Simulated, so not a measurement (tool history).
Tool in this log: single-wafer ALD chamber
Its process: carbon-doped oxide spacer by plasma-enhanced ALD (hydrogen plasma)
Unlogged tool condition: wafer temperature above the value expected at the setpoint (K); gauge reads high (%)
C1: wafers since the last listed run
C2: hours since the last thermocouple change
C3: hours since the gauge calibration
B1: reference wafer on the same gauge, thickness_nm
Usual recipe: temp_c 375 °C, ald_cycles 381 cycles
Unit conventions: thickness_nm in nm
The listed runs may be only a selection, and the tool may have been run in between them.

{"run": 1, "hour": 0.0, "temp_c": 375, "ald_cycles": 381, "C1": 0, "C2": 1612.7, "C3": 339.2, "B1": 22.108, "thickness_nm": 18.844}
{"run": 2, "hour": 89.3, "temp_c": 375, "ald_cycles": 381, "C1": 54, "C2": 1702.0, "C3": 428.5, "B1": 22.075, "thickness_nm": 18.743}
{"run": 3, "hour": 135.0, "temp_c": 368, "ald_cycles": 381, "C1": 27, "C2": 1747.7, "C3": 474.2, "B1": 22.039, "thickness_nm": 18.747}
{"run": 4, "hour": 202.0, "temp_c": 368, "ald_cycles": 381, "C1": 40, "C2": 1814.7, "C3": 541.2, "B1": 22.024, "thickness_nm": 18.812}
{"run": 5, "hour": 249.2, "temp_c": 368, "ald_cycles": 381, "C1": 28, "C2": 1861.9, "C3": 588.4, "B1": 21.991, "thickness_nm": 18.617}
{"run": 6, "hour": 320.2, "temp_c": 375, "ald_cycles": 381, "C1": 43, "C2": 1932.9, "C3": 659.4, "B1": 21.959, "thickness_nm": 18.704}
{"run": 7, "hour": 373.3, "temp_c": 369, "ald_cycles": 381, "C1": 32, "C2": 1986.0, "C3": 712.5, "B1": 21.93, "thickness_nm": 18.801}
{"run": 8, "hour": 458.8, "temp_c": 369, "ald_cycles": 381, "C1": 51, "C2": 2071.5, "C3": 798.0, "B1": 21.902, "thickness_nm": 18.555}
{"run": 9, "hour": 556.6, "temp_c": 369, "ald_cycles": 381, "C1": 59, "C2": 2169.3, "C3": 895.8, "B1": 21.828, "thickness_nm": 18.634}
{"run": 10, "hour": 618.3, "temp_c": 375, "ald_cycles": 381, "C1": 37, "C2": 2231.0, "C3": 957.5, "B1": 21.794, "thickness_nm": 18.483}
{"run": 11, "hour": 661.3, "temp_c": 375, "ald_cycles": 381, "C1": 26, "C2": 2274.0, "C3": 1000.5, "B1": 21.771, "thickness_nm": 18.465}
{"run": 12, "hour": 706.3, "temp_c": 375, "ald_cycles": 381, "C1": 27, "C2": 2319.0, "C3": 1045.5, "B1": 21.754, "thickness_nm": 18.656}
{"run": 13, "hour": 814.2, "temp_c": 375, "ald_cycles": 381, "C1": 65, "C2": 2426.9, "C3": 1153.4, "B1": 21.698, "thickness_nm": 18.499}
{"run": 14, "hour": 858.2, "temp_c": 375, "ald_cycles": 381, "C1": 26, "C2": 2470.9, "C3": 1197.4, "B1": 21.668, "thickness_nm": 18.563}
{"run": 15, "hour": 964.2, "temp_c": 375, "ald_cycles": 381, "C1": 64, "C2": 2576.9, "C3": 1303.4, "B1": 21.647, "thickness_nm": 18.469}
{"run": 16, "hour": 1046.0, "temp_c": 375, "ald_cycles": 381, "C1": 49, "C2": 2658.7, "C3": 1385.2, "B1": 21.556, "thickness_nm": 18.248}
{"run": 17, "hour": 1122.6, "temp_c": 375, "ald_cycles": 381, "C1": 46, "C2": 2735.3, "C3": 1461.8, "B1": 21.541, "thickness_nm": 18.267}
{"run": 18, "hour": 1224.7, "temp_c": 375, "ald_cycles": 381, "C1": 62, "C2": 2837.4, "C3": 1563.9, "B1": 21.459, "thickness_nm": 18.321}
{"run": 19, "hour": 1320.5, "temp_c": 378, "ald_cycles": 381, "C1": 58, "C2": 2933.2, "C3": 1659.7, "B1": 21.436, "thickness_nm": 18.188}
{"run": 20, "hour": 1426.1, "temp_c": 378, "ald_cycles": 381, "C1": 64, "C2": 3038.8, "C3": 1765.3, "B1": 21.384, "thickness_nm": 18.277}
{"run": 21, "hour": 1472.4, "temp_c": 375, "ald_cycles": 381, "C1": 28, "C2": 3085.1, "C3": 1811.6, "B1": 21.35, "thickness_nm": 18.143}
{"hour": 1484.3, "done": "thermocouple changed; heater temperature recalibrated"}
{"run": 22, "hour": 1563.4, "temp_c": 386, "ald_cycles": 332, "C1": 50, "C2": 79.1, "C3": 1902.6, "B1": 21.307, "thickness_nm": 15.825}
{"run": 23, "hour": 1615.3, "temp_c": 383, "ald_cycles": 348, "C1": 31, "C2": 131.0, "C3": 1954.5, "B1": 21.281, "thickness_nm": 16.674}
{"hour": 1661.8, "done": "gauge calibrated"}
{"run": 24, "hour": 1682.5, "temp_c": 375, "ald_cycles": 381, "C1": 40, "C2": 198.2, "C3": 20.7, "B1": 22.301, "thickness_nm": 19.138}
{"run": 25, "hour": 1768.1, "temp_c": 389, "ald_cycles": 338, "C1": 52, "C2": 283.8, "C3": 106.3, "B1": 22.232, "thickness_nm": 16.797}
{"run": 26, "hour": 1847.9, "temp_c": 386, "ald_cycles": 332, "C1": 48, "C2": 363.6, "C3": 186.1, "B1": 22.196, "thickness_nm": 16.351}
{"run": 27, "hour": 1929.7, "temp_c": 375, "ald_cycles": 381, "C1": 49, "C2": 445.4, "C3": 267.9, "B1": 22.137, "thickness_nm": 18.908}
{"run": 28, "hour": 2035.6, "temp_c": 375, "ald_cycles": 381, "C1": 64, "C2": 551.3, "C3": 373.8, "B1": 22.092, "thickness_nm": 18.823}
{"run": 29, "hour": 2111.7, "temp_c": 375, "ald_cycles": 381, "C1": 46, "C2": 627.4, "C3": 449.9, "B1": 22.068, "thickness_nm": 18.773}
{"run": 30, "hour": 2154.1, "temp_c": 375, "ald_cycles": 381, "C1": 25, "C2": 669.8, "C3": 492.3, "B1": 22.04, "thickness_nm": 18.876}
{"run": 31, "hour": 2206.2, "temp_c": 368, "ald_cycles": 449, "C1": 31, "C2": 721.9, "C3": 544.4, "B1": 22.018, "thickness_nm": 22.176}
{"run": 32, "hour": 2301.4, "temp_c": 375, "ald_cycles": 381, "C1": 57, "C2": 817.1, "C3": 639.6, "B1": 21.966, "thickness_nm": 18.711}
{"run": 33, "hour": 2379.9, "temp_c": 390, "ald_cycles": 420, "C1": 47, "C2": 895.6, "C3": 718.1, "B1": 21.908, "thickness_nm": 20.62}
{"run": 34, "hour": 2453.0, "temp_c": 375, "ald_cycles": 381, "C1": 44, "C2": 968.7, "C3": 791.2, "B1": 21.904, "thickness_nm": 18.703}
{"run": 35, "hour": 2520.9, "temp_c": 375, "ald_cycles": 329, "C1": 41, "C2": 1036.6, "C3": 859.1, "B1": 21.856, "thickness_nm": 16.151}
{"run": 36, "hour": 2568.7, "temp_c": 375, "ald_cycles": 319, "C1": 29, "C2": 1084.4, "C3": 906.9, "B1": 21.832, "thickness_nm": 15.709}
{"run": 37, "hour": 2673.4, "temp_c": 375, "ald_cycles": 346, "C1": 63, "C2": 1189.1, "C3": 1011.6, "B1": 21.785, "thickness_nm": 16.927}
{"run": 38, "hour": 2774.1, "temp_c": 362, "ald_cycles": 401, "C1": 61, "C2": 1289.8, "C3": 1112.3, "B1": 21.718, "thickness_nm": 19.508}
{"run": 39, "hour": 2846.4, "temp_c": 385, "ald_cycles": 381, "C1": 43, "C2": 1362.1, "C3": 1184.6, "B1": 21.695, "thickness_nm": 18.512}
{"run": 40, "hour": 2944.3, "temp_c": 386, "ald_cycles": 321, "C1": 59, "C2": 1460.0, "C3": 1282.5, "B1": 21.624, "thickness_nm": 15.553}
{"run": 41, "hour": 3159.2, "temp_c": 375, "ald_cycles": 381, "C1": 130, "C2": 1674.9, "C3": 1497.4, "B1": 21.536, "thickness_nm": 18.264}
{"run": 42, "hour": 3198.8, "temp_c": 371, "ald_cycles": 416, "C1": 24, "C2": 1714.5, "C3": 1537.0, "B1": 21.518, "thickness_nm": 19.996}
{"run": 43, "hour": 3268.2, "temp_c": 388, "ald_cycles": 337, "C1": 42, "C2": 1783.9, "C3": 1606.4, "B1": 21.482, "thickness_nm": 16.117}

Predict each of these 4 candidate next runs independently; none follows another, all start after run 43:
{"run": "A", "hour": 3269.2, "temp_c": 375, "ald_cycles": 381, "C1": 0, "C2": 1784.9, "C3": 1607.4, "B1": "?", "thickness_nm": "?"}
{"run": "B", "hour": 3269.2, "temp_c": 363, "ald_cycles": 317, "C1": 0, "C2": 1784.9, "C3": 1607.4, "B1": "?", "thickness_nm": "?"}
{"run": "C", "hour": 3269.2, "temp_c": 380, "ald_cycles": 430, "C1": 0, "C2": 1784.9, "C3": 1607.4, "B1": "?", "thickness_nm": "?"}
{"run": "D", "hour": 3269.2, "temp_c": 390, "ald_cycles": 358, "C1": 0, "C2": 1784.9, "C3": 1607.4, "B1": "?", "thickness_nm": "?"}

run=A B1=21.470 thickness_nm=18.317
run=B B1=21.470 thickness_nm=15.240
run=C B1=21.470 thickness_nm=20.673
run=D B1=21.470 thickness_nm=17.211
What these runs would have given with no unlogged condition in the tool:
run=A thickness_nm=19.027
run=B thickness_nm=15.831
run=C thickness_nm=21.474
run=D thickness_nm=17.879
